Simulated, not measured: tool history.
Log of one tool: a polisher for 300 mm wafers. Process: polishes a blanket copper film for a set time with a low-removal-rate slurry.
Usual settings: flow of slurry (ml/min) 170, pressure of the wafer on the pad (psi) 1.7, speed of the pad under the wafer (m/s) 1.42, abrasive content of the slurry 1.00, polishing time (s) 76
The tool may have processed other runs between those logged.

run	hour	flow of slurry (ml/min)	pressure of the wafer on the pad (psi)	speed of the pad under the wafer (m/s)	abrasive content of the slurry	polishing time (s)	incoming thickness of the incoming film, nm	film removed (angstrom)
1	0.0	170	1.7	1.42	1.00	76	873.7	1499
# hour 41.4: worn pad replaced by a new one
2	41.9	170	1.7	1.42	1.00	76	891.3	1507
3	105.6	170	1.7	1.42	1.00	76	881.2	1506
# hour 123.4: slurry nozzle cleaned
4	145.8	170	1.7	1.42	1.00	76	887.1	1503
5	192.4	170	1.7	1.42	1.00	76	889.6	1474
6	223.1	170	1.7	1.42	1.00	76	899.5	1480
# hour 245.3: head pressure recalibrated
7	272.9	170	1.7	1.42	1.00	76	893.5	1491
8	332.1	170	1.5	1.42	1.00	76	884.0	1341
# hour 349.6: worn pad replaced by a new one
9	374.0	170	1.5	1.42	1.00	76	885.9	1354
# hour 387.7: slurry blender recalibrated, repeated, since the last time left the tool worse
10	436.6	170	1.5	1.42	1.00	76	891.4	1473
11	473.9	115	1.7	1.42	1.00	59	888.1	1163
12	519.5	170	1.7	1.42	1.00	76	877.2	1595
13	548.5	170	1.1	1.68	1.00	76	876.6	1394
14	588.9	170	1.7	1.42	1.00	53	887.4	1105
# hour 647.4: slurry nozzle cleaned
15	651.9	115	1.7	1.42	1.00	59	873.0	1130
16	685.3	170	1.7	1.42	1.00	76	906.3	1562
# hour 698.2: worn pad replaced by a new one
17	747.4	115	1.7	1.42	1.00	76	876.9	1471
# hour 789.1: head pressure recalibrated
18	809.6	170	1.7	1.42	1.00	76	890.9	1584
19	847.0	170	1.7	1.42	1.10	76	901.8	1601
# hour 853.1: slurry blender recalibrated
20	883.2	170	1.7	1.42	1.00	76	880.3	1604
21	919.9	170	1.7	1.42	1.00	76	888.1	1632
22	963.2	170	1.7	1.42	1.00	76	887.9	1600
23	1000.1	170	1.7	1.42	1.00	76	884.7	1616
# hour 1036.2: worn pad replaced by a new one
24	1060.5	190	1.9	1.14	1.00	83	883.3	1522
25	1106.4	170	1.7	1.42	1.00	65	887.9	1355
26	1164.7	170	1.2	1.20	1.00	76	892.6	1043
# hour 1185.1: slurry nozzle cleaned
27	1201.4	170	1.7	1.42	1.20	76	887.4	1641
28	1230.2	220	1.7	1.00	0.90	69	888.6	1012
29	1287.0	170	1.4	0.92	1.00	76	878.6	898

Here are 5 independent what-if runs from the current tool condition. What would each one return?
A	1287.4	170	1.7	1.20	1.00	76	874.5	?
B	1287.4	170	1.7	1.64	0.70	76	874.5	?
C	1287.4	115	1.7	1.06	1.25	76	874.5	?
D	1287.4	125	1.7	1.42	1.30	76	874.5	?
E	1287.4	140	1.3	1.42	1.20	62	874.5	?

run	film removed (angstrom)
A	1342
B	1693
C	1159
D	1595
E	1081
Without the tool's hidden state the same runs would have given:
run	film removed (angstrom)
A	1385
B	1745
C	1197
D	1648
E	1117

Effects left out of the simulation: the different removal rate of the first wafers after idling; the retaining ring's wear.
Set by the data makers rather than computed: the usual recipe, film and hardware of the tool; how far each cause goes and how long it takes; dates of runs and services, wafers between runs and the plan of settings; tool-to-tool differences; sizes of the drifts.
